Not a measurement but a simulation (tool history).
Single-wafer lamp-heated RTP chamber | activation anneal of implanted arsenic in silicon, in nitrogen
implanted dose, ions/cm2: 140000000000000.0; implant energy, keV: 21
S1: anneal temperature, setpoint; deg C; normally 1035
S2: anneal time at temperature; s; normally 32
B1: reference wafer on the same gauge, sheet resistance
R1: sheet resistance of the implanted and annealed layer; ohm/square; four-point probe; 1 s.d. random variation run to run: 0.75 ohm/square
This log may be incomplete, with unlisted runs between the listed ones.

| run | day | S1 | S2 | B1 | R1 |
|---|---|---|---|---|---|
| 1 | 0.000 | 1016 | 32 | 466.02 | 504.39 |
| 2 | 3.771 | 1035 | 32 | 465.79 | 500.62 |
| 3 | 4.792 | 1035 | 32 | 465.83 | 501.47 |
| 4 | 5.342 | 1035 | 32 | 465.96 | 500.45 |
| 5 | 6.825 | 1035 | 32 | 465.81 | 501.04 |
| 6 | 7.667 | 1035 | 32 | 465.80 | 500.64 |
| 7 | 8.200 | 1035 | 32 | 466.07 | 500.16 |
|  | 8.646 | gauge calibrated |
| 8 | 8.938 | 1012 | 32 | 466.15 | 503.92 |
| 9 | 10.075 | 1012 | 32 | 465.74 | 504.50 |
| 10 | 11.392 | 1055 | 32 | 466.13 | 494.34 |
| 11 | 14.100 | 1035 | 32 | 466.15 | 499.07 |
|  | 15.433 | pyrometer window cleaned and pyrometer calibrated |
| 12 | 15.458 | 1035 | 32 | 465.90 | 500.96 |
| 13 | 15.979 | 1006 | 47 | 465.86 | 504.30 |
| 14 | 16.771 | 1008 | 15 | 465.99 | 508.82 |
| 15 | 18.050 | 1035 | 32 | 465.68 | 500.63 |
| 16 | 18.762 | 1035 | 32 | 465.94 | 500.08 |
| 17 | 20.012 | 1035 | 32 | 465.94 | 500.99 |
|  | 21.092 | reflector plate cleaned |
| 18 | 21.112 | 1007 | 23 | 465.96 | 506.43 |
| 19 | 21.604 | 1062 | 44 | 466.09 | 489.73 |
| 20 | 22.558 | 1035 | 32 | 466.08 | 501.29 |
| 21 | 23.742 | 1059 | 47 | 465.72 | 489.14 |
| 22 | 24.762 | 1013 | 32 | 466.20 | 503.27 |
| 23 | 25.917 | 1063 | 32 | 466.09 | 491.48 |
| 24 | 27.008 | 1035 | 32 | 465.97 | 499.78 |

Each row is a separate what-if for the run after 24, all from the same tool condition, not one after another. Results?
| A | 27.025 | 1035 | 15 | ? | ? |
| B | 27.025 | 1064 | 32 | ? | ? |
| C | 27.025 | 1046 | 27 | ? | ? |
| D | 27.025 | 1058 | 43 | ? | ? |
| E | 27.025 | 1058 | 32 | ? | ? |

| run | B1 | R1 |
|---|---|---|
| A | 466.33 | 506.29 |
| B | 466.33 | 492.83 |
| C | 466.33 | 499.77 |
| D | 466.33 | 490.47 |
| E | 466.33 | 494.69 |
Stripped of hidden state, with their random variation kept, the same runs would have yielded:
| run | R1 |
|---|---|
| A | 507.11 |
| B | 494.88 |
| C | 501.21 |
| D | 492.73 |
| E | 496.58 |
